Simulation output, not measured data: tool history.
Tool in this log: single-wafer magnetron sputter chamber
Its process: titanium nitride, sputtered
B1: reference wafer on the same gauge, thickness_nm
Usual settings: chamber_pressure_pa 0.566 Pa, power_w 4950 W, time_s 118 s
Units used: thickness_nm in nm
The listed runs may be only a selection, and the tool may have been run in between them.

Run 1, hour 0.0: usual settings; B1 88.976. Result: thickness_nm 92.816 nm.
Run 2, hour 19.1: usual settings; B1 89.178. Result: thickness_nm 92.170 nm.
Run 3, hour 32.7: usual settings; B1 88.783. Result: thickness_nm 92.763 nm.
Run 4, hour 58.4: usual settings but time_s 135 s; B1 88.768. Result: thickness_nm 105.573 nm.
Run 5, hour 80.9: usual settings but power_w 4400 W; B1 88.888. Result: thickness_nm 81.339 nm.
Run 6, hour 100.5: usual settings; B1 89.033. Result: thickness_nm 91.617 nm.
At hour 113.7: magnet pack replaced.
Run 7, hour 125.9: usual settings; B1 88.806. Result: thickness_nm 91.110 nm.
Run 8, hour 148.8: usual settings but chamber_pressure_pa 0.659 Pa, power_w 4350 W, time_s 105 s; B1 88.804. Result: thickness_nm 68.951 nm.
At hour 160.4: capacitance manometer re-zeroed and calibrated.
Run 9, hour 170.0: usual settings but chamber_pressure_pa 0.406 Pa, power_w 3850 W, time_s 110 s; B1 89.115. Result: thickness_nm 68.700 nm.
Run 10, hour 200.0: usual settings but chamber_pressure_pa 0.786 Pa, time_s 97 s; B1 88.893. Result: thickness_nm 69.595 nm.
Run 11, hour 222.6: usual settings but chamber_pressure_pa 0.783 Pa, power_w 4100 W; B1 88.898. Result: thickness_nm 70.340 nm.
At hour 225.8: gauge calibrated.
At hour 242.2: sputter target and shields replaced.
Run 12, hour 253.1: usual settings; B1 89.030. Result: thickness_nm 92.750 nm.
Run 13, hour 288.5: usual settings but chamber_pressure_pa 0.501 Pa; B1 88.796. Result: thickness_nm 93.948 nm.
Run 14, hour 319.1: usual settings; B1 88.844. Result: thickness_nm 91.871 nm.

What if the next run were any one of these 3? Each begins from the tool's condition after run 14:
Run A, hour 319.5: usual settings but chamber_pressure_pa 0.440 Pa; B1 ?. Result: thickness_nm ?.
Run B, hour 319.5: usual settings but chamber_pressure_pa 0.436 Pa, power_w 3950 W, time_s 129 s; B1 ?. Result: thickness_nm ?.
Run C, hour 319.5: usual settings but chamber_pressure_pa 0.352 Pa, power_w 5900 W, time_s 95 s; B1 ?. Result: thickness_nm ?.

run      B1  thickness_nm
  A  88.577        95.115
  B  88.577        83.083
  C  88.577        93.931
Take away the tool's hidden state, keep each run's random variation, and the runs would have read:
run  thickness_nm
  A        96.533
  B        84.322
  C        95.332

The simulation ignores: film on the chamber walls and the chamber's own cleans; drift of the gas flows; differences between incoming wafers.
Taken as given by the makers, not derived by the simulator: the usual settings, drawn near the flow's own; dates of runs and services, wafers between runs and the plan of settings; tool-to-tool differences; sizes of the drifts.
